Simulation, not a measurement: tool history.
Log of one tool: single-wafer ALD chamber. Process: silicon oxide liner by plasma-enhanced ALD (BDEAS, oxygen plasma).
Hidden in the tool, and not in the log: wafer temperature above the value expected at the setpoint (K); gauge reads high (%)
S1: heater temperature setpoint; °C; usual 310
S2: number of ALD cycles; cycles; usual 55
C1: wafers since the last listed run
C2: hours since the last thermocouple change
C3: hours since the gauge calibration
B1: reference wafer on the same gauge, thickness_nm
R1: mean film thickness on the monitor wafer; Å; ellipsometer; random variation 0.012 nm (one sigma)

run   hour   S1  S2   C1      C2     C3     B1     R1
  1    0.0  315  55    0  2369.9  267.6  4.923  47.63
  2   14.8  310  55  109  2384.7  282.4  4.926  48.03
  3   26.7  310  55   87  2396.6  294.3  4.928  48.32
  4   36.9  310  55   75  2406.8  304.5  4.933  48.14
  5   43.7  302  55   50  2413.6  311.3  4.929  48.50
  6   96.7  310  55  391  2466.6  364.3  4.940  48.19
  7  107.9  305  55   82  2477.8  375.5  4.942  48.50
  8  125.8  305  55  132  2495.7  393.4  4.948  48.61
  9  140.6  317  55  109  2510.5  408.2  4.950  47.83
 10  148.0  317  55   54  2517.9  415.6  4.952  48.10
 11  160.7  317  55   93  2530.6  428.3  4.957  47.85
 12  174.3  310  55  100  2544.2  441.9  4.959  48.48
     192.3  -- thermocouple changed; heater temperature recalibrated
 13  192.8  310  55   77     0.5  460.4  4.963  48.35
 14  208.2  320  48  113    15.9  475.8  4.966  41.75
 15  218.5  310  55   76    26.2  486.1  4.972  48.47
 16  227.8  310  55   68    35.5  495.4  4.972  48.67
 17  237.9  310  55   74    45.6  505.5  4.978  48.74
 18  252.2  310  62  105    59.9  519.8  4.980  54.83
 19  264.8  310  62   93    72.5  532.4  4.983  54.80
 20  271.2  310  55   47    78.9  538.8  4.986  48.55
 21  281.2  310  52   73    88.9  548.8  4.990  46.05
 22  288.7  310  52   55    96.4  556.3  4.991  46.13
 23  298.7  302  48   73   106.4  566.3  4.995  42.94
 24  314.2  310  55  114   121.9  581.8  4.998  48.84
 25  326.3  300  45   89   134.0  593.9  5.002  40.41
 26  340.1  310  55  101   147.8  607.7  5.008  49.04
 27  348.1  323  47   59   155.8  615.7  5.013  41.31
 28  358.6  316  61   77   166.3  626.2  5.015  53.90
 29  373.0  300  65  106   180.7  640.6  5.023  58.46
 30  404.0  319  50  228   211.7  671.6  5.032  44.22
 31  412.7  304  50   64   220.4  680.3  5.036  44.89
 32  423.6  310  61   80   231.3  691.2  5.040  54.83
 33  433.6  317  46   73   241.3  701.2  5.046  40.83
 34  445.7  310  55   89   253.4  713.3  5.049  49.28
 35  454.1  310  55   62   261.8  721.7  5.053  49.35
 36  461.8  324  44   56   269.5  729.4  5.057  38.96
     462.4  -- gauge calibrated
 37  470.0  310  55   60   277.7    7.6  4.913  47.97
 38  485.8  301  44  116   293.5   23.4  4.913  38.79
 39  493.1  310  55   53   300.8   30.7  4.910  48.15
 40  507.1  310  55  103   314.8   44.7  4.914  48.19
 41  540.4  316  59  245   348.1   78.0  4.916  50.99
 42  550.8  310  51   76   358.5   88.4  4.914  44.63
 43  564.9  303  55  104   372.6  102.5  4.916  48.36
 44  573.6  320  51   64   381.3  111.2  4.913  43.93
 45  585.0  323  52   84   392.7  122.6  4.914  44.54
 46  601.5  295  55  121   409.2  139.1  4.918  49.16
 47  611.8  321  45   76   419.5  149.4  4.919  38.75

Forecast each of these 4 alternatives for the next run:
  A  612.3  310  55   3  420.0  149.9   ?   ?
  B  612.3  303  59   3  420.0  149.9   ?   ?
  C  612.3  298  63   3  420.0  149.9   ?   ?
  D  612.3  324  63   3  420.0  149.9   ?   ?

run     B1     R1
  A  4.920  47.93
  B  4.920  51.86
  C  4.920  55.79
  D  4.920  53.94
Without the tool's hidden state the same runs would have given:
run     R1
  A  47.83
  B  51.76
  C  55.68
  D  53.84

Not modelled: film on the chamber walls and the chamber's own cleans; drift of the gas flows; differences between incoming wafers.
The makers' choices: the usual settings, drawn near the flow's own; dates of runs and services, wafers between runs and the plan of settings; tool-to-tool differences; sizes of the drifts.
